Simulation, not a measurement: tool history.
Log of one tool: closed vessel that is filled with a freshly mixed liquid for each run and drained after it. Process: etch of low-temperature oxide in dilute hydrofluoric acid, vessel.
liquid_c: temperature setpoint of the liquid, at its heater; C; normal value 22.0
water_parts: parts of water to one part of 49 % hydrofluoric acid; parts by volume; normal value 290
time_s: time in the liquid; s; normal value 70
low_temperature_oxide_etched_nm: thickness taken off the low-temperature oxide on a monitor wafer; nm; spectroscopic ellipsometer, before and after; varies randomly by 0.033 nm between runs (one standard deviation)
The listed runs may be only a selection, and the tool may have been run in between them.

| run | day | liquid_c | water_parts | time_s | wafers since the last listed run | hours since the thermometer was replaced | hours since the hydrofluoric acid flow meter was replaced | hours since the gauge calibration | read-back film thickness of the low-temperature oxide reference wafer, read on the same gauge (nm) | low_temperature_oxide_etched_nm |
|---|---|---|---|---|---|---|---|---|---|---|
| 1 | 0.000 | 22.0 | 290 | 70 | 0 | 1800.8 | 368.1 | 178.1 | 149.98 | 5.99 |
| 2 | 0.517 | 22.0 | 290 | 70 | 803 | 1813.2 | 380.5 | 190.5 | 150.02 | 6.00 |
| 3 | 4.433 | 22.0 | 290 | 70 | 6088 | 1907.2 | 474.5 | 284.5 | 150.00 | 5.91 |
| 4 | 5.425 | 24.0 | 290 | 60 | 1541 | 1931.0 | 498.3 | 308.3 | 150.02 | 5.48 |
| 5 | 6.871 | 22.0 | 290 | 70 | 2247 | 1965.7 | 533.0 | 343.0 | 150.05 | 5.98 |
| 6 | 8.200 | 22.0 | 290 | 70 | 2066 | 1997.6 | 564.9 | 374.9 | 150.02 | 5.93 |
| 7 | 9.258 | 22.0 | 290 | 70 | 1645 | 2023.0 | 590.3 | 400.3 | 149.98 | 5.94 |
| 8 | 10.042 | 20.0 | 435 | 80 | 1217 | 2041.8 | 609.1 | 419.1 | 149.98 | 3.74 |
| 9 | 11.479 | 17.5 | 290 | 40 | 2234 | 2076.3 | 643.6 | 453.6 | 149.98 | 2.85 |
| 10 | 12.396 | 22.0 | 290 | 70 | 1424 | 2098.3 | 665.6 | 475.6 | 149.97 | 5.95 |
|  | 12.808 | gauge calibrated |
| 11 | 13.858 | 26.0 | 340 | 105 | 2273 | 2133.4 | 700.7 | 25.2 | 149.98 | 8.41 |
|  | 14.179 | thermometer replaced |
| 12 | 15.200 | 22.0 | 290 | 70 | 2020 | 24.5 | 732.9 | 57.4 | 150.03 | 6.49 |
|  | 15.279 | hydrofluoric acid flow meter replaced |
| 13 | 16.092 | 24.0 | 290 | 60 | 1321 | 45.9 | 19.5 | 78.8 | 149.98 | 5.96 |
| 14 | 19.088 | 20.0 | 160 | 110 | 4656 | 117.8 | 91.4 | 150.7 | 149.94 | 19.45 |
| 15 | 20.371 | 24.0 | 175 | 35 | 1994 | 148.6 | 122.2 | 181.5 | 149.98 | 6.50 |

Alternative continuations, all from the tool just after run 15; predict every row:
| A | 20.400 | 22.0 | 290 | 70 | 45 | 149.3 | 122.9 | 182.2 | ? | ? |
| B | 20.400 | 22.0 | 290 | 55 | 45 | 149.3 | 122.9 | 182.2 | ? | ? |
| C | 20.400 | 25.5 | 290 | 90 | 45 | 149.3 | 122.9 | 182.2 | ? | ? |

| run | read-back film thickness of the low-temperature oxide reference wafer, read on the same gauge (nm) | low_temperature_oxide_etched_nm |
|---|---|---|
| A | 149.98 | 6.44 |
| B | 149.98 | 5.06 |
| C | 149.98 | 9.37 |
What these runs would have given with no unlogged condition in the tool:
| run | low_temperature_oxide_etched_nm |
|---|---|
| A | 6.51 |
| B | 5.12 |
| C | 9.47 |
